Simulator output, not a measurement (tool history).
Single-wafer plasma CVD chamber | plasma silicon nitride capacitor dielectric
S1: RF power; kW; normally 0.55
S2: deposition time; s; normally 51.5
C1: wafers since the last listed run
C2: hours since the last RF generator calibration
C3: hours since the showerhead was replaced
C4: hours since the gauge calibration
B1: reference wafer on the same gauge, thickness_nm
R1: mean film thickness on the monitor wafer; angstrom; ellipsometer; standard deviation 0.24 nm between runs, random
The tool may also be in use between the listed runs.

run 1 hour=0 | S1=0.55 S2=44.8 | C1=0 C2=880.8 C3=5572.1 C4=638.4 | B1=81.164 | R1=669.33
run 2 hour=20.4 | S1=0.55 S2=44.8 | C1=360 C2=901.2 C3=5592.5 C4=658.8 | B1=81.141 | R1=673.62
run 3 hour=46.4 | S1=0.55 S2=51.5 | C1=459 C2=927.2 C3=5618.5 C4=684.8 | B1=81.256 | R1=766.39
run 4 hour=75.2 | S1=0.55 S2=51.5 | C1=509 C2=956 C3=5647.3 C4=713.6 | B1=81.199 | R1=768.95
run 5 hour=100.2 | S1=0.55 S2=51.5 | C1=442 C2=981 C3=5672.3 C4=738.6 | B1=81.139 | R1=772.16
run 6 hour=113.3 | S1=0.55 S2=47.5 | C1=231 C2=994.1 C3=5685.4 C4=751.7 | B1=81.225 | R1=712.25
run 7 hour=143.7 | S1=0.55 S2=51.5 | C1=537 C2=1024.5 C3=5715.8 C4=782.1 | B1=81.224 | R1=769.53
run 8 hour=168.9 | S1=0.55 S2=51.5 | C1=445 C2=1049.7 C3=5741 C4=807.3 | B1=81.167 | R1=768.03
run 9 hour=252.7 | S1=0.55 S2=51.5 | C1=1482 C2=1133.5 C3=5824.8 C4=891.1 | B1=81.245 | R1=766.91
run 10 hour=265.3 | S1=0.55 S2=51.5 | C1=222 C2=1146.1 C3=5837.4 C4=903.7 | B1=81.176 | R1=775.35
-- hour=294.6 RF generator calibrated
run 11 hour=300.6 | S1=0.55 S2=51.5 | C1=482 C2=6 C3=5872.7 C4=939 | B1=81.201 | R1=794.58
run 12 hour=313 | S1=0.55 S2=48 | C1=219 C2=18.4 C3=5885.1 C4=951.4 | B1=81.221 | R1=735.13
run 13 hour=342.6 | S1=0.55 S2=48 | C1=523 C2=48 C3=5914.7 C4=981 | B1=81.176 | R1=734.24
run 14 hour=359.4 | S1=0.61 S2=51.5 | C1=297 C2=64.8 C3=5931.5 C4=997.8 | B1=81.184 | R1=827.26
run 15 hour=386.4 | S1=0.61 S2=51.5 | C1=477 C2=91.8 C3=5958.5 C4=1024.8 | B1=81.187 | R1=823.03
run 16 hour=406.7 | S1=0.61 S2=51.5 | C1=359 C2=112.1 C3=5978.8 C4=1045.1 | B1=81.167 | R1=817.3
run 17 hour=442.6 | S1=0.55 S2=51.5 | C1=635 C2=148 C3=6014.7 C4=1081 | B1=81.26 | R1=785.79
run 18 hour=465.8 | S1=0.55 S2=51.5 | C1=410 C2=171.2 C3=6037.9 C4=1104.2 | B1=81.214 | R1=782.74
run 19 hour=499.4 | S1=0.55 S2=51.5 | C1=594 C2=204.8 C3=6071.5 C4=1137.8 | B1=81.184 | R1=779.2
-- hour=510.9 showerhead replaced
run 20 hour=522.3 | S1=0.59 S2=51.5 | C1=263 C2=227.7 C3=11.4 C4=1160.7 | B1=81.246 | R1=801.21
run 21 hour=549.4 | S1=0.63 S2=46.4 | C1=479 C2=254.8 C3=38.5 C4=1187.8 | B1=81.204 | R1=744.44
run 22 hour=561.8 | S1=0.55 S2=55.5 | C1=219 C2=267.2 C3=50.9 C4=1200.2 | B1=81.191 | R1=842.39
run 23 hour=584.8 | S1=0.645 S2=60.6 | C1=406 C2=290.2 C3=73.9 C4=1223.2 | B1=81.235 | R1=977.37
-- hour=589.2 gauge calibrated
run 24 hour=606.4 | S1=0.55 S2=51.5 | C1=382 C2=311.8 C3=95.5 C4=17.2 | B1=81.132 | R1=777.9
run 25 hour=624.2 | S1=0.61 S2=61.3 | C1=314 C2=329.6 C3=113.3 C4=35 | B1=81.148 | R1=971.77
run 26 hour=652.6 | S1=0.615 S2=42.2 | C1=502 C2=358 C3=141.7 C4=63.4 | B1=81.187 | R1=669.64
run 27 hour=682 | S1=0.645 S2=41.2 | C1=520 C2=387.4 C3=171.1 C4=92.8 | B1=81.221 | R1=663.12
run 28 hour=696.6 | S1=0.645 S2=44.4 | C1=258 C2=402 C3=185.7 C4=107.4 | B1=81.289 | R1=715.08
run 29 hour=713.3 | S1=0.55 S2=51.5 | C1=295 C2=418.7 C3=202.4 C4=124.1 | B1=81.21 | R1=774.47
run 30 hour=729.3 | S1=0.51 S2=59.9 | C1=283 C2=434.7 C3=218.4 C4=140.1 | B1=81.141 | R1=872.29
run 31 hour=757 | S1=0.655 S2=45 | C1=489 C2=462.4 C3=246.1 C4=167.8 | B1=81.138 | R1=733.15
run 32 hour=783.1 | S1=0.46 S2=48.9 | C1=461 C2=488.5 C3=272.2 C4=193.9 | B1=81.226 | R1=676.41
run 33 hour=798 | S1=0.615 S2=42.2 | C1=263 C2=503.4 C3=287.1 C4=208.8 | B1=81.219 | R1=663.71
run 34 hour=832.1 | S1=0.455 S2=47.3 | C1=603 C2=537.5 C3=321.2 C4=242.9 | B1=81.263 | R1=654.11
run 35 hour=859.9 | S1=0.515 S2=44.1 | C1=491 C2=565.3 C3=349 C4=270.7 | B1=81.086 | R1=643.68
run 36 hour=887.7 | S1=0.48 S2=59.8 | C1=491 C2=593.1 C3=376.8 C4=298.5 | B1=81.207 | R1=845.02
run 37 hour=901.4 | S1=0.455 S2=46.7 | C1=242 C2=606.8 C3=390.5 C4=312.2 | B1=81.188 | R1=641.73
run 38 hour=932.2 | S1=0.44 S2=55.2 | C1=544 C2=637.6 C3=421.3 C4=343 | B1=81.22 | R1=748.37
run 39 hour=944.7 | S1=0.55 S2=51.5 | C1=221 C2=650.1 C3=433.8 C4=355.5 | B1=81.17 | R1=769.88
run 40 hour=979.4 | S1=0.48 S2=51.5 | C1=613 C2=684.8 C3=468.5 C4=390.2 | B1=81.216 | R1=723.2
run 41 hour=1005.9 | S1=0.55 S2=43.4 | C1=468 C2=711.3 C3=495 C4=416.7 | B1=81.191 | R1=649.47
run 42 hour=1027.5 | S1=0.445 S2=56.1 | C1=382 C2=732.9 C3=516.6 C4=438.3 | B1=81.23 | R1=766.09
run 43 hour=1052 | S1=0.645 S2=42.9 | C1=433 C2=757.4 C3=541.1 C4=462.8 | B1=81.266 | R1=687.53

What the log doesn't show, run by run:
gauge reads high (%): 0 across all the runs
H1: delivered RF power above the setpoint (%)
run=1 H1=-5.91
run=2 H1=-5.95
run=3 H1=-5.99
run=4 H1=-6.03
run=5 H1=-6.06
run=6 H1=-6.08
run=7 H1=-6.12
run=8 H1=-6.15
run=9 H1=-6.23
run=10 H1=-6.24
run=11 H1=-0.493
run=12 H1=-0.696
run=13 H1=-1.15
run=14 H1=-1.4
run=15 H1=-1.77
run=16 H1=-2.04
run=17 H1=-2.47
run=18 H1=-2.73
run=19 H1=-3.08
run=20 H1=-3.3
run=21 H1=-3.54
run=22 H1=-3.65
run=23 H1=-3.84
run=24 H1=-4
run=25 H1=-4.14
run=26 H1=-4.33
run=27 H1=-4.52
run=28 H1=-4.61
run=29 H1=-4.71
run=30 H1=-4.8
run=31 H1=-4.94
run=32 H1=-5.07
run=33 H1=-5.14
run=34 H1=-5.29
run=35 H1=-5.4
run=36 H1=-5.51
run=37 H1=-5.56
run=38 H1=-5.66
run=39 H1=-5.7
run=40 H1=-5.8
run=41 H1=-5.88
run=42 H1=-5.93
run=43 H1=-5.99
